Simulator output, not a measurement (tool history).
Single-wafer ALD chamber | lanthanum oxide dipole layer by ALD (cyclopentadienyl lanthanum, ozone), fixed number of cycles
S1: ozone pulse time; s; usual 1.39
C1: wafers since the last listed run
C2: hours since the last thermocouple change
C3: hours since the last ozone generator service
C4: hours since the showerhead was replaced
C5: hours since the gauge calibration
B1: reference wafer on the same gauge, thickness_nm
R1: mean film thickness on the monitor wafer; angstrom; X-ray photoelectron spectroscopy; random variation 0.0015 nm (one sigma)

run   hour    S1    C1      C2      C3      C4     C5     B1    R1
  1    0.0  1.39     0  1681.1  1177.0  4848.9  167.0  0.647  5.93
  2   16.2  1.39   374  1697.3  1193.2  4865.1  183.2  0.647  5.94
  3   31.8  1.39   360  1712.9  1208.8  4880.7  198.8  0.647  5.93
  4   56.9  1.39   580  1738.0  1233.9  4905.8  223.9  0.647  5.92
  5   73.7  1.39   388  1754.8  1250.7  4922.6  240.7  0.647  5.94
  6   86.2  1.39   289  1767.3  1263.2  4935.1  253.2  0.647  5.94
  7  113.1  1.69   622  1794.2  1290.1  4962.0  280.1  0.647  6.11
  8  131.9  1.69   434  1813.0  1308.9  4980.8  298.9  0.647  6.12
  9  167.5  1.39   823  1848.6  1344.5  5016.4  334.5  0.648  5.91
 10  192.9  1.39   587  1874.0  1369.9  5041.8  359.9  0.647  5.92
     207.9  -- showerhead replaced
 11  221.1  1.39   467  1902.2  1398.1    13.2  388.1  0.647  5.92
 12  237.2  1.15   372  1918.3  1414.2    29.3  404.2  0.646  5.72
 13  252.2  1.69   347  1933.3  1429.2    44.3  419.2  0.648  6.11
 14  270.3  1.39   418  1951.4  1447.3    62.4  437.3  0.647  5.94
     286.4  -- thermocouple changed; heater temperature recalibrated
 15  296.0  1.57   409     9.6  1473.0    88.1  463.0  0.647  6.05
 16  316.1  1.24   465    29.7  1493.1   108.2  483.1  0.647  5.78
 17  335.8  1.89   455    49.4  1512.8   127.9  502.8  0.646  6.20
 18  350.3  0.92   335    63.9  1527.3   142.4  517.3  0.648  5.38
     360.9  -- ozone generator serviced
 19  368.3  1.39   231    81.9     7.4   160.4  535.3  0.646  5.61
     453.1  -- ozone generator serviced, repeated, since the last time left the tool worse
 20  473.6  1.39  2251   187.2    20.5   265.7  640.6  0.648  6.12
     477.0  -- gauge calibrated
 21  504.4  1.71   712   218.0    51.3   296.5   27.4  0.647  6.28
 22  518.7  1.11   330   232.3    65.6   310.8   41.7  0.646  5.86
 23  537.0  1.13   423   250.6    83.9   329.1   60.0  0.647  5.87
 24  568.1  1.23   719   281.7   115.0   360.2   91.1  0.647  5.97
 25  601.4  0.87   770   315.0   148.3   393.5  124.4  0.647  5.57

4 ways to go on from here, each from the tool as it stands after run 25. What would each give?
  A  601.8  1.39   9  315.4  148.7  393.9  124.8   ?   ?
  B  601.8  1.67   9  315.4  148.7  393.9  124.8   ?   ?
  C  601.8  1.91   9  315.4  148.7  393.9  124.8   ?   ?
  D  601.8  1.83   9  315.4  148.7  393.9  124.8   ?   ?

run     B1    R1
  A  0.647  6.08
  B  0.647  6.24
  C  0.647  6.34
  D  0.647  6.31
Without the tool's hidden state the same runs would have given:
run    R1
  A  6.18
  B  6.32
  C  6.40
  D  6.38

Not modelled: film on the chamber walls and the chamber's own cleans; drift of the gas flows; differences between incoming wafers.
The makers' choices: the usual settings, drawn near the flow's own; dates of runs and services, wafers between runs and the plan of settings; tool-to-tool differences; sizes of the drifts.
